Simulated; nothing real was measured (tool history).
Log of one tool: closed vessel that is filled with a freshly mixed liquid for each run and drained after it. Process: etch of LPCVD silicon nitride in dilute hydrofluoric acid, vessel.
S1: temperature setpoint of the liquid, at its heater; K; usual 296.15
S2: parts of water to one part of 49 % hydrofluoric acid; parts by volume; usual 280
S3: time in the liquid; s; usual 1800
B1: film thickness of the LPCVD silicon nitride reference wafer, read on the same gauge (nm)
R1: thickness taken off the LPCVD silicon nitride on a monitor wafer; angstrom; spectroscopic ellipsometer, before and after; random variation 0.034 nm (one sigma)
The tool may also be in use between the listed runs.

{"run": 1, "hour": 0.0, "S1": 299.15, "S2": 280, "S3": 1800, "B1": 80.009, "R1": 38.57}
{"run": 2, "hour": 54.8, "S1": 296.15, "S2": 280, "S3": 1800, "B1": 80.024, "R1": 31.66}
{"run": 3, "hour": 105.9, "S1": 293.65, "S2": 280, "S3": 1800, "B1": 80.064, "R1": 27.27}
{"run": 4, "hour": 158.7, "S1": 293.65, "S2": 280, "S3": 1800, "B1": 79.943, "R1": 27.38}
{"run": 5, "hour": 196.2, "S1": 296.15, "S2": 280, "S3": 1800, "B1": 80.039, "R1": 31.13}
{"run": 6, "hour": 246.9, "S1": 296.15, "S2": 280, "S3": 1800, "B1": 80.006, "R1": 31.79}
{"run": 7, "hour": 279.4, "S1": 296.15, "S2": 280, "S3": 1800, "B1": 80.014, "R1": 31.72}
{"run": 8, "hour": 325.2, "S1": 296.15, "S2": 280, "S3": 1800, "B1": 79.999, "R1": 31.36}
{"run": 9, "hour": 369.3, "S1": 296.15, "S2": 280, "S3": 1800, "B1": 80.01, "R1": 31.49}
{"run": 10, "hour": 397.0, "S1": 296.15, "S2": 280, "S3": 1800, "B1": 79.989, "R1": 31.89}
{"run": 11, "hour": 460.1, "S1": 296.15, "S2": 280, "S3": 1800, "B1": 80.044, "R1": 31.23}
{"run": 12, "hour": 519.1, "S1": 296.15, "S2": 280, "S3": 1800, "B1": 80.027, "R1": 31.66}
{"run": 13, "hour": 581.5, "S1": 296.15, "S2": 280, "S3": 1800, "B1": 80.02, "R1": 30.87}
{"run": 14, "hour": 612.3, "S1": 296.15, "S2": 280, "S3": 1800, "B1": 79.994, "R1": 30.79}
{"run": 15, "hour": 681.3, "S1": 296.15, "S2": 280, "S3": 2345, "B1": 80.055, "R1": 40.47}
{"run": 16, "hour": 713.7, "S1": 296.15, "S2": 280, "S3": 1800, "B1": 79.957, "R1": 30.78}
{"run": 17, "hour": 752.1, "S1": 296.15, "S2": 280, "S3": 1425, "B1": 79.989, "R1": 24.34}
{"run": 18, "hour": 819.7, "S1": 299.65, "S2": 155, "S3": 1800, "B1": 79.975, "R1": 69.04}
{"run": 19, "hour": 846.4, "S1": 297.65, "S2": 280, "S3": 1800, "B1": 80.007, "R1": 33.65}
{"run": 20, "hour": 893.4, "S1": 294.65, "S2": 150, "S3": 2285, "B1": 80.026, "R1": 64.04}
{"run": 21, "hour": 948.5, "S1": 292.15, "S2": 230, "S3": 2075, "B1": 79.997, "R1": 32.9}
{"run": 22, "hour": 987.5, "S1": 293.65, "S2": 350, "S3": 1800, "B1": 79.997, "R1": 21.07}
{"run": 23, "hour": 1038.7, "S1": 297.65, "S2": 335, "S3": 1800, "B1": 79.952, "R1": 29.71}
{"run": 24, "hour": 1075.1, "S1": 293.65, "S2": 350, "S3": 1800, "B1": 80.012, "R1": 22.17}
{"run": 25, "hour": 1140.3, "S1": 296.15, "S2": 280, "S3": 1800, "B1": 79.952, "R1": 32.66}
{"run": 26, "hour": 1171.8, "S1": 300.15, "S2": 280, "S3": 1800, "B1": 80.042, "R1": 41.41}
{"run": 27, "hour": 1213.9, "S1": 294.15, "S2": 380, "S3": 2390, "B1": 79.988, "R1": 27.93}
{"run": 28, "hour": 1281.2, "S1": 296.15, "S2": 280, "S3": 2525, "B1": 79.936, "R1": 44.28}
{"run": 29, "hour": 1335.3, "S1": 296.15, "S2": 165, "S3": 1800, "B1": 80.006, "R1": 53.93}
{"run": 30, "hour": 1388.0, "S1": 296.15, "S2": 235, "S3": 810, "B1": 80.027, "R1": 17.31}
{"run": 31, "hour": 1442.4, "S1": 296.15, "S2": 280, "S3": 1800, "B1": 79.99, "R1": 31.81}

Taken out of this log: 3 entries between the listed runs. Where each belongs, and how the hidden state differs across it:
Between runs 16 and 17: hydrofluoric acid flow meter replaced (hour 729)
  liquid colder than its thermometer reads (K): 1 -> 1.03
  measured less the result without the state, R1: -1.98 -> -1.61 angstrom
Between runs 17 and 18: gauge calibrated (hour 791.4)
  liquid colder than its thermometer reads (K): 1.03 -> 1.09
  measured less the result without the state, R1: -1.61 -> -4.93 angstrom
Between runs 22 and 23: thermometer replaced (hour 999.4)
  liquid colder than its thermometer reads (K): 1.22 -> 0.163
  measured less the result without the state, R1: -1.67 -> -0.29 angstrom

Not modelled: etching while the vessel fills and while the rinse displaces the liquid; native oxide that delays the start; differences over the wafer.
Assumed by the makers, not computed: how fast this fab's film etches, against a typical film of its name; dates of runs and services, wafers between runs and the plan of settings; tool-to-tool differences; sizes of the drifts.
